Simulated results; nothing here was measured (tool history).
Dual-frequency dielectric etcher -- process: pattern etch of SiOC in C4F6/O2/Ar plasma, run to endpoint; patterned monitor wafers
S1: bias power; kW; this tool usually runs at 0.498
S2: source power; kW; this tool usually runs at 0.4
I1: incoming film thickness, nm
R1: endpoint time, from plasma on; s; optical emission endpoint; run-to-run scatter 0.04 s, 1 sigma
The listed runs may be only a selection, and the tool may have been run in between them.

{"run": 1, "hour": 0.0, "S1": 0.498, "S2": 0.4, "I1": 30.38, "R1": 11}
{"run": 2, "hour": 49.5, "S1": 0.498, "S2": 0.4, "I1": 30.4, "R1": 11}
{"hour": 57.7, "done": "source power generator calibrated"}
{"hour": 76.8, "done": "upper electrode replaced"}
{"hour": 95.2, "done": "wet clean of the chamber"}
{"run": 3, "hour": 95.7, "S1": 0.498, "S2": 0.4, "I1": 30.31, "R1": 10.2}
{"run": 4, "hour": 96.0, "S1": 0.572, "S2": 0.4, "I1": 30.25, "R1": 9.8}
{"run": 5, "hour": 96.4, "S1": 0.572, "S2": 0.4, "I1": 30.25, "R1": 9.8}
{"run": 6, "hour": 96.7, "S1": 0.498, "S2": 0.33, "I1": 30.31, "R1": 11.1}
{"run": 7, "hour": 101.2, "S1": 0.498, "S2": 0.4, "I1": 30.46, "R1": 10.3}
{"hour": 113.0, "done": "bias power generator calibrated"}
{"run": 8, "hour": 113.5, "S1": 0.552, "S2": 0.49, "I1": 29.92, "R1": 9}
{"run": 9, "hour": 123.5, "S1": 0.498, "S2": 0.35, "I1": 30.54, "R1": 10.9}
{"run": 10, "hour": 129.5, "S1": 0.498, "S2": 0.46, "I1": 30.3, "R1": 9.7}
{"run": 11, "hour": 138.4, "S1": 0.41, "S2": 0.48, "I1": 30.38, "R1": 10.3}
{"run": 12, "hour": 149.5, "S1": 0.376, "S2": 0.5, "I1": 30.2, "R1": 10.4}
{"run": 13, "hour": 162.7, "S1": 0.498, "S2": 0.4, "I1": 30.54, "R1": 10.5}
{"run": 14, "hour": 171.8, "S1": 0.553, "S2": 0.49, "I1": 30.15, "R1": 9.1}
{"run": 15, "hour": 179.1, "S1": 0.577, "S2": 0.5, "I1": 30.37, "R1": 9}

4 options for the next run, each taken on its own from the tool as it stands now. Forecast them:
{"run": "A", "hour": 179.5, "S1": 0.498, "S2": 0.4, "I1": 30.27, "R1": "?"}
{"run": "B", "hour": 179.5, "S1": 0.596, "S2": 0.4, "I1": 30.27, "R1": "?"}
{"run": "C", "hour": 179.5, "S1": 0.498, "S2": 0.32, "I1": 30.27, "R1": "?"}
{"run": "D", "hour": 179.5, "S1": 0.544, "S2": 0.47, "I1": 30.27, "R1": "?"}

run=A R1=10.4
run=B R1=9.7
run=C R1=11.4
run=D R1=9.4
The same runs, with their run-to-run variation unchanged, on a tool lacking any hidden condition would have given:
run=A R1=10.4
run=B R1=9.7
run=C R1=11.4
run=D R1=9.4

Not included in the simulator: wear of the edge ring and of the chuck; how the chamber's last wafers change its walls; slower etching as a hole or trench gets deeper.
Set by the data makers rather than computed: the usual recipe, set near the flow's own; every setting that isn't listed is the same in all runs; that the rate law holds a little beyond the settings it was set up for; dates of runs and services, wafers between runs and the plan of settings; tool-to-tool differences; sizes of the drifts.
